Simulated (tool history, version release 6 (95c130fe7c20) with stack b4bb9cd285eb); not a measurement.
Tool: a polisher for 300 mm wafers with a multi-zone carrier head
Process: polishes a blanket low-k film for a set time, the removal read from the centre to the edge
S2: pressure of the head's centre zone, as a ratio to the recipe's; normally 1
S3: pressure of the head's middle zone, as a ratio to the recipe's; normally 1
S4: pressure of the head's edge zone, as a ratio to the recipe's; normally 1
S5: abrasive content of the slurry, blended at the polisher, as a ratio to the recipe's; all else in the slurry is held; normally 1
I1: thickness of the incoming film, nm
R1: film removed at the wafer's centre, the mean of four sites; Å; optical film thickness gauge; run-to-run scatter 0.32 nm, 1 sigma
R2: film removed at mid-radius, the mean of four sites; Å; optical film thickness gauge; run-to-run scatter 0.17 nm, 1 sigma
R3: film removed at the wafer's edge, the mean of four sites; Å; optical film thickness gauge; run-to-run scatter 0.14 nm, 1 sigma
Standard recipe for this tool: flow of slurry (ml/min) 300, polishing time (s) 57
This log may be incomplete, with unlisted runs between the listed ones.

run 1 day=0 | flow_of_slurry_(ml/min)=300 S2=1 S3=1 S4=1 S5=1 polishing_time_(s)=57 | I1=652.9 | R1=213 R2=216 R3=215
run 2 day=1.179 | flow_of_slurry_(ml/min)=300 S2=1 S3=1.07 S4=1 S5=1 polishing_time_(s)=57 | I1=660.8 | R1=215 R2=230 R3=212
run 3 day=2.258 | flow_of_slurry_(ml/min)=300 S2=1 S3=1 S4=1 S5=1 polishing_time_(s)=57 | I1=667.1 | R1=216 R2=213 R3=214
run 4 day=3.717 | flow_of_slurry_(ml/min)=300 S2=1 S3=1 S4=1 S5=1 polishing_time_(s)=57 | I1=664.5 | R1=219 R2=215 R3=215
run 5 day=4.283 | flow_of_slurry_(ml/min)=330 S2=1 S3=1.12 S4=1.08 S5=0.75 polishing_time_(s)=57 | I1=658.4 | R1=195 R2=218 R3=201
-- day=4.479 worn pad replaced by a new one
run 6 day=5.696 | flow_of_slurry_(ml/min)=300 S2=1.06 S3=1 S4=1 S5=1 polishing_time_(s)=74 | I1=647.1 | R1=298 R2=277 R3=277
run 7 day=6.988 | flow_of_slurry_(ml/min)=300 S2=1 S3=1 S4=1 S5=1 polishing_time_(s)=57 | I1=664.3 | R1=216 R2=214 R3=213
run 8 day=10.038 | flow_of_slurry_(ml/min)=300 S2=1 S3=1 S4=1 S5=1.25 polishing_time_(s)=62 | I1=669.6 | R1=248 R2=253 R3=250
-- day=10.404 edge zone pressure recalibrated
run 9 day=10.683 | flow_of_slurry_(ml/min)=300 S2=1.11 S3=0.94 S4=1 S5=0.8 polishing_time_(s)=41 | I1=670.6 | R1=160 R2=135 R3=143
run 10 day=11.729 | flow_of_slurry_(ml/min)=300 S2=1 S3=1 S4=1 S5=1 polishing_time_(s)=51 | I1=660.1 | R1=195 R2=195 R3=190
run 11 day=12.604 | flow_of_slurry_(ml/min)=300 S2=1 S3=1 S4=1 S5=1 polishing_time_(s)=57 | I1=648.8 | R1=218 R2=216 R3=214
-- day=12.8 slurry nozzle cleaned
-- day=13.838 worn pad replaced by a new one
run 12 day=13.929 | flow_of_slurry_(ml/min)=300 S2=1 S3=1 S4=0.97 S5=1.1 polishing_time_(s)=57 | I1=664.1 | R1=227 R2=224 R3=218
run 13 day=14.908 | flow_of_slurry_(ml/min)=300 S2=1 S3=1 S4=1 S5=1.2 polishing_time_(s)=57 | I1=657.9 | R1=235 R2=226 R3=226
run 14 day=16.004 | flow_of_slurry_(ml/min)=300 S2=1 S3=1 S4=1 S5=1 polishing_time_(s)=57 | I1=661.2 | R1=217 R2=213 R3=214
run 15 day=17.042 | flow_of_slurry_(ml/min)=300 S2=1 S3=0.92 S4=1 S5=1 polishing_time_(s)=46 | I1=657.9 | R1=179 R2=162 R3=172
run 16 day=18.496 | flow_of_slurry_(ml/min)=390 S2=0.92 S3=1 S4=0.89 S5=1 polishing_time_(s)=57 | I1=660.8 | R1=200 R2=221 R3=207
run 17 day=19.504 | flow_of_slurry_(ml/min)=300 S2=1 S3=1 S4=1 S5=1 polishing_time_(s)=46 | I1=652.9 | R1=169 R2=173 R3=172
run 18 day=20.992 | flow_of_slurry_(ml/min)=300 S2=1 S3=1 S4=1 S5=1 polishing_time_(s)=57 | I1=654.4 | R1=219 R2=215 R3=212
-- day=21.65 worn pad replaced by a new one
run 19 day=21.929 | flow_of_slurry_(ml/min)=245 S2=1.12 S3=1 S4=1 S5=1 polishing_time_(s)=38 | I1=665.3 | R1=158 R2=141 R3=140
run 20 day=23.029 | flow_of_slurry_(ml/min)=300 S2=1 S3=1 S4=1 S5=1 polishing_time_(s)=57 | I1=654.8 | R1=214 R2=216 R3=213
run 21 day=23.804 | flow_of_slurry_(ml/min)=300 S2=0.9 S3=0.89 S4=1 S5=1 polishing_time_(s)=43 | I1=671 | R1=146 R2=147 R3=161
run 22 day=24.371 | flow_of_slurry_(ml/min)=300 S2=0.93 S3=1 S4=1 S5=1.15 polishing_time_(s)=51 | I1=649.3 | R1=187 R2=204 R3=200
run 23 day=25.038 | flow_of_slurry_(ml/min)=300 S2=1 S3=1 S4=1 S5=1 polishing_time_(s)=57 | I1=652.7 | R1=220 R2=217 R3=214

Branching from run 23: 3 alternative next runs. What would each branch give?
run A day=25.054 | flow_of_slurry_(ml/min)=300 S2=1 S3=1 S4=1 S5=1.15 polishing_time_(s)=57 | I1=653.4 | R1=? R2=? R3=?
run B day=25.054 | flow_of_slurry_(ml/min)=300 S2=1.04 S3=0.95 S4=1 S5=1.3 polishing_time_(s)=76 | I1=653.4 | R1=? R2=? R3=?
run C day=25.054 | flow_of_slurry_(ml/min)=300 S2=1 S3=1 S4=0.89 S5=1 polishing_time_(s)=39 | I1=653.4 | R1=? R2=? R3=?

run=A R1=223 R2=225 R3=226
run=B R1=322 R2=299 R3=313
run=C R1=146 R2=147 R3=139
Without the tool's unlogged condition, the same runs would have read:
run=A R1=223 R2=225 R3=226
run=B R1=322 R2=299 R3=313
run=C R1=146 R2=147 R3=139
